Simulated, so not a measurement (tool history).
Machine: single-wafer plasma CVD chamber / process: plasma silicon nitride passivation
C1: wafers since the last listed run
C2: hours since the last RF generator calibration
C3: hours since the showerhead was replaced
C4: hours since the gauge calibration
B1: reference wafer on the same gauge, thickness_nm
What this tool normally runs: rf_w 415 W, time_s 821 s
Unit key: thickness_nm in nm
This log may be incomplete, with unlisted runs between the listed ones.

{"run": 1, "hour": 0.0, "rf_w": 415, "time_s": 821, "C1": 0, "C2": 2020.9, "C3": 5662.3, "C4": 1915.1, "B1": 1240.41, "thickness_nm": 1135.939}
{"run": 2, "hour": 56.8, "rf_w": 415, "time_s": 821, "C1": 143, "C2": 2077.7, "C3": 5719.1, "C4": 1971.9, "B1": 1240.083, "thickness_nm": 1125.966}
{"run": 3, "hour": 127.7, "rf_w": 370, "time_s": 821, "C1": 179, "C2": 2148.6, "C3": 5790.0, "C4": 2042.8, "B1": 1240.736, "thickness_nm": 1066.937}
{"run": 4, "hour": 158.2, "rf_w": 370, "time_s": 821, "C1": 77, "C2": 2179.1, "C3": 5820.5, "C4": 2073.3, "B1": 1238.792, "thickness_nm": 1067.996}
{"run": 5, "hour": 190.7, "rf_w": 440, "time_s": 821, "C1": 82, "C2": 2211.6, "C3": 5853.0, "C4": 2105.8, "B1": 1240.699, "thickness_nm": 1160.526}
{"run": 6, "hour": 236.1, "rf_w": 440, "time_s": 821, "C1": 115, "C2": 2257.0, "C3": 5898.4, "C4": 2151.2, "B1": 1239.675, "thickness_nm": 1163.473}
{"run": 7, "hour": 262.1, "rf_w": 440, "time_s": 821, "C1": 65, "C2": 2283.0, "C3": 5924.4, "C4": 2177.2, "B1": 1240.267, "thickness_nm": 1161.382}
{"run": 8, "hour": 328.2, "rf_w": 415, "time_s": 821, "C1": 167, "C2": 2349.1, "C3": 5990.5, "C4": 2243.3, "B1": 1239.595, "thickness_nm": 1121.995}
{"run": 9, "hour": 352.4, "rf_w": 415, "time_s": 821, "C1": 61, "C2": 2373.3, "C3": 6014.7, "C4": 2267.5, "B1": 1239.406, "thickness_nm": 1122.007}
{"run": 10, "hour": 401.2, "rf_w": 415, "time_s": 821, "C1": 123, "C2": 2422.1, "C3": 6063.5, "C4": 2316.3, "B1": 1239.13, "thickness_nm": 1131.277}
{"run": 11, "hour": 441.9, "rf_w": 415, "time_s": 821, "C1": 103, "C2": 2462.8, "C3": 6104.2, "C4": 2357.0, "B1": 1240.601, "thickness_nm": 1132.249}
{"run": 12, "hour": 471.9, "rf_w": 415, "time_s": 772, "C1": 75, "C2": 2492.8, "C3": 6134.2, "C4": 2387.0, "B1": 1241.716, "thickness_nm": 1063.147}
{"run": 13, "hour": 500.9, "rf_w": 390, "time_s": 821, "C1": 73, "C2": 2521.8, "C3": 6163.2, "C4": 2416.0, "B1": 1240.994, "thickness_nm": 1090.961}
{"run": 14, "hour": 559.1, "rf_w": 390, "time_s": 821, "C1": 147, "C2": 2580.0, "C3": 6221.4, "C4": 2474.2, "B1": 1239.199, "thickness_nm": 1089.813}
{"hour": 575.7, "done": "RF generator calibrated"}
{"run": 15, "hour": 600.2, "rf_w": 390, "time_s": 821, "C1": 83, "C2": 24.5, "C3": 6262.5, "C4": 2515.3, "B1": 1241.384, "thickness_nm": 1112.004}
{"hour": 624.9, "done": "gauge calibrated"}
{"run": 16, "hour": 664.9, "rf_w": 415, "time_s": 821, "C1": 163, "C2": 89.2, "C3": 6327.2, "C4": 40.0, "B1": 1239.632, "thickness_nm": 1141.172}
{"run": 17, "hour": 702.0, "rf_w": 415, "time_s": 821, "C1": 93, "C2": 126.3, "C3": 6364.3, "C4": 77.1, "B1": 1238.206, "thickness_nm": 1136.12}
{"run": 18, "hour": 754.8, "rf_w": 415, "time_s": 821, "C1": 133, "C2": 179.1, "C3": 6417.1, "C4": 129.9, "B1": 1240.13, "thickness_nm": 1146.412}
{"run": 19, "hour": 784.4, "rf_w": 480, "time_s": 821, "C1": 74, "C2": 208.7, "C3": 6446.7, "C4": 159.5, "B1": 1239.039, "thickness_nm": 1217.713}
{"run": 20, "hour": 810.9, "rf_w": 445, "time_s": 731, "C1": 67, "C2": 235.2, "C3": 6473.2, "C4": 186.0, "B1": 1239.743, "thickness_nm": 1050.91}
{"run": 21, "hour": 842.2, "rf_w": 460, "time_s": 661, "C1": 79, "C2": 266.5, "C3": 6504.5, "C4": 217.3, "B1": 1238.498, "thickness_nm": 968.332}
{"run": 22, "hour": 873.8, "rf_w": 490, "time_s": 689, "C1": 80, "C2": 298.1, "C3": 6536.1, "C4": 248.9, "B1": 1239.414, "thickness_nm": 1035.633}
{"run": 23, "hour": 912.1, "rf_w": 415, "time_s": 821, "C1": 97, "C2": 336.4, "C3": 6574.4, "C4": 287.2, "B1": 1239.433, "thickness_nm": 1137.593}
{"hour": 974.9, "done": "showerhead replaced"}
{"run": 24, "hour": 975.4, "rf_w": 350, "time_s": 969, "C1": 140, "C2": 399.7, "C3": 0.5, "C4": 350.5, "B1": 1237.502, "thickness_nm": 1233.444}
{"run": 25, "hour": 1015.9, "rf_w": 415, "time_s": 674, "C1": 102, "C2": 440.2, "C3": 41.0, "C4": 391.0, "B1": 1240.386, "thickness_nm": 937.381}
{"run": 26, "hour": 1042.3, "rf_w": 375, "time_s": 962, "C1": 66, "C2": 466.6, "C3": 67.4, "C4": 417.4, "B1": 1241.395, "thickness_nm": 1262.643}
{"run": 27, "hour": 1103.3, "rf_w": 340, "time_s": 692, "C1": 154, "C2": 527.6, "C3": 128.4, "C4": 478.4, "B1": 1238.844, "thickness_nm": 864.04}
{"run": 28, "hour": 1139.8, "rf_w": 350, "time_s": 821, "C1": 92, "C2": 564.1, "C3": 164.9, "C4": 514.9, "B1": 1241.381, "thickness_nm": 1043.956}
{"run": 29, "hour": 1188.0, "rf_w": 415, "time_s": 821, "C1": 122, "C2": 612.3, "C3": 213.1, "C4": 563.1, "B1": 1239.543, "thickness_nm": 1135.153}
{"run": 30, "hour": 1258.4, "rf_w": 490, "time_s": 970, "C1": 178, "C2": 682.7, "C3": 283.5, "C4": 633.5, "B1": 1240.526, "thickness_nm": 1447.251}
{"run": 31, "hour": 1327.3, "rf_w": 360, "time_s": 727, "C1": 174, "C2": 751.6, "C3": 352.4, "C4": 702.4, "B1": 1241.79, "thickness_nm": 933.994}
{"run": 32, "hour": 1389.6, "rf_w": 460, "time_s": 668, "C1": 157, "C2": 813.9, "C3": 414.7, "C4": 764.7, "B1": 1239.236, "thickness_nm": 966.259}
{"run": 33, "hour": 1435.4, "rf_w": 415, "time_s": 821, "C1": 116, "C2": 859.7, "C3": 460.5, "C4": 810.5, "B1": 1240.894, "thickness_nm": 1134.295}
{"run": 34, "hour": 1470.5, "rf_w": 380, "time_s": 774, "C1": 88, "C2": 894.8, "C3": 495.6, "C4": 845.6, "B1": 1240.012, "thickness_nm": 1025.615}
{"run": 35, "hour": 1497.1, "rf_w": 485, "time_s": 963, "C1": 67, "C2": 921.4, "C3": 522.2, "C4": 872.2, "B1": 1237.938, "thickness_nm": 1428.211}
{"run": 36, "hour": 1558.8, "rf_w": 415, "time_s": 821, "C1": 156, "C2": 983.1, "C3": 583.9, "C4": 933.9, "B1": 1239.378, "thickness_nm": 1128.134}
{"run": 37, "hour": 1623.6, "rf_w": 340, "time_s": 821, "C1": 164, "C2": 1047.9, "C3": 648.7, "C4": 998.7, "B1": 1238.121, "thickness_nm": 1023.522}
{"run": 38, "hour": 1663.8, "rf_w": 345, "time_s": 741, "C1": 101, "C2": 1088.1, "C3": 688.9, "C4": 1038.9, "B1": 1240.63, "thickness_nm": 926.427}
{"run": 39, "hour": 1699.0, "rf_w": 415, "time_s": 958, "C1": 89, "C2": 1123.3, "C3": 724.1, "C4": 1074.1, "B1": 1238.469, "thickness_nm": 1323.369}
{"run": 40, "hour": 1750.7, "rf_w": 470, "time_s": 768, "C1": 130, "C2": 1175.0, "C3": 775.8, "C4": 1125.8, "B1": 1240.222, "thickness_nm": 1115.803}
{"run": 41, "hour": 1785.7, "rf_w": 450, "time_s": 958, "C1": 88, "C2": 1210.0, "C3": 810.8, "C4": 1160.8, "B1": 1239.081, "thickness_nm": 1376.318}
{"run": 42, "hour": 1831.0, "rf_w": 415, "time_s": 821, "C1": 114, "C2": 1255.3, "C3": 856.1, "C4": 1206.1, "B1": 1240.861, "thickness_nm": 1135.826}

Predict each of these 5 candidate next runs independently; none follows another, all start after run 42:
{"run": "A", "hour": 1831.6, "rf_w": 415, "time_s": 821, "C1": 1, "C2": 1255.9, "C3": 856.7, "C4": 1206.7, "B1": "?", "thickness_nm": "?"}
{"run": "B", "hour": 1831.6, "rf_w": 435, "time_s": 766, "C1": 1, "C2": 1255.9, "C3": 856.7, "C4": 1206.7, "B1": "?", "thickness_nm": "?"}
{"run": "C", "hour": 1831.6, "rf_w": 415, "time_s": 780, "C1": 1, "C2": 1255.9, "C3": 856.7, "C4": 1206.7, "B1": "?", "thickness_nm": "?"}
{"run": "D", "hour": 1831.6, "rf_w": 345, "time_s": 970, "C1": 1, "C2": 1255.9, "C3": 856.7, "C4": 1206.7, "B1": "?", "thickness_nm": "?"}
{"run": "E", "hour": 1831.6, "rf_w": 350, "time_s": 927, "C1": 1, "C2": 1255.9, "C3": 856.7, "C4": 1206.7, "B1": "?", "thickness_nm": "?"}

run=A B1=1240.258 thickness_nm=1132.471
run=B B1=1240.258 thickness_nm=1080.584
run=C B1=1240.258 thickness_nm=1075.916
run=D B1=1240.258 thickness_nm=1216.525
run=E B1=1240.258 thickness_nm=1171.812
Without the tool's unlogged condition, the same runs would have read:
run=A thickness_nm=1148.271
run=B thickness_nm=1095.661
run=C thickness_nm=1090.927
run=D thickness_nm=1233.498
run=E thickness_nm=1188.162
